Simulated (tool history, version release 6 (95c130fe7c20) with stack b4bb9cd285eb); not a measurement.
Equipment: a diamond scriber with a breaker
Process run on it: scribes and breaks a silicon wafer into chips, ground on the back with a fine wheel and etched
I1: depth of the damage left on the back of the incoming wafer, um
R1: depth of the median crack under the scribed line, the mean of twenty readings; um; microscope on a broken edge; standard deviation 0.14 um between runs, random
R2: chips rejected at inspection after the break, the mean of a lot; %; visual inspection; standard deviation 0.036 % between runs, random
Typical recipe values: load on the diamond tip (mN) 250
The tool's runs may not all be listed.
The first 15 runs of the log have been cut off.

{"run": 16, "hour": 206.6, "load on the diamond tip (mN)": 227, "I1": 0.38, "R1": 10.3, "R2": 13.45}
{"run": 17, "hour": 222.9, "load on the diamond tip (mN)": 227, "I1": 0.33, "R1": 10.33, "R2": 13.61}
{"run": 18, "hour": 237.6, "load on the diamond tip (mN)": 224, "I1": 0.57, "R1": 10.14, "R2": 14.6}
{"run": 19, "hour": 251.5, "load on the diamond tip (mN)": 250, "I1": 0.6, "R1": 11.0, "R2": 7.62}
{"hour": 256.1, "done": "diamond tip replaced by a new one, of another model than before"}
{"run": 20, "hour": 268.7, "load on the diamond tip (mN)": 250, "I1": 0.66, "R1": 13.41, "R2": 0.64}
{"run": 21, "hour": 275.5, "load on the diamond tip (mN)": 289, "I1": 0.33, "R1": 14.45, "R2": 1.03}
{"hour": 285.8, "done": "load on the tip recalibrated"}
{"run": 22, "hour": 292.3, "load on the diamond tip (mN)": 277, "I1": 0.31, "R1": 13.84, "R2": 0.62}
{"run": 23, "hour": 306.9, "load on the diamond tip (mN)": 269, "I1": 0.73, "R1": 13.71, "R2": 0.61}
{"run": 24, "hour": 318.9, "load on the diamond tip (mN)": 215, "I1": 0.45, "R1": 12.0, "R2": 3.63}
{"run": 25, "hour": 331.1, "load on the diamond tip (mN)": 250, "I1": 0.68, "R1": 12.83, "R2": 1.05}
{"run": 26, "hour": 347.5, "load on the diamond tip (mN)": 198, "I1": 0.38, "R1": 11.39, "R2": 6.23}
{"run": 27, "hour": 361.6, "load on the diamond tip (mN)": 250, "I1": 0.33, "R1": 12.55, "R2": 1.32}
{"run": 28, "hour": 376.7, "load on the diamond tip (mN)": 197, "I1": 0.69, "R1": 11.09, "R2": 7.18}
{"run": 29, "hour": 384.7, "load on the diamond tip (mN)": 306, "I1": 0.47, "R1": 14.41, "R2": 0.73}
{"run": 30, "hour": 396.8, "load on the diamond tip (mN)": 250, "I1": 0.58, "R1": 12.34, "R2": 1.82}
{"run": 31, "hour": 404.0, "load on the diamond tip (mN)": 217, "I1": 0.43, "R1": 11.52, "R2": 5.46}
{"run": 32, "hour": 446.4, "load on the diamond tip (mN)": 213, "I1": 0.34, "R1": 11.17, "R2": 7.43}
{"run": 33, "hour": 463.1, "load on the diamond tip (mN)": 250, "I1": 0.79, "R1": 12.25, "R2": 2.51}
{"run": 34, "hour": 474.3, "load on the diamond tip (mN)": 300, "I1": 0.78, "R1": 13.41, "R2": 0.6}
{"run": 35, "hour": 490.9, "load on the diamond tip (mN)": 209, "I1": 0.6, "R1": 10.97, "R2": 6.62}

4 options for the next run, each taken on its own from the tool as it stands now. Forecast them:
{"run": "A", "hour": 491.4, "load on the diamond tip (mN)": 188, "I1": 0.77, "R1": "?", "R2": "?"}
{"run": "B", "hour": 491.4, "load on the diamond tip (mN)": 287, "I1": 0.77, "R1": "?", "R2": "?"}
{"run": "C", "hour": 491.4, "load on the diamond tip (mN)": 212, "I1": 0.77, "R1": "?", "R2": "?"}
{"run": "D", "hour": 491.4, "load on the diamond tip (mN)": 189, "I1": 0.77, "R1": "?", "R2": "?"}

run=A R1=10.22 R2=11.93
run=B R1=12.97 R2=0.85
run=C R1=10.92 R2=7.41
run=D R1=10.25 R2=11.71
Take away the tool's hidden state, keep each run's random variation, and the runs would have read:
run=A R1=11.57 R2=4.29
run=B R1=14.69 R2=1.49
run=C R1=12.36 R2=1.84
run=D R1=11.60 R2=4.16
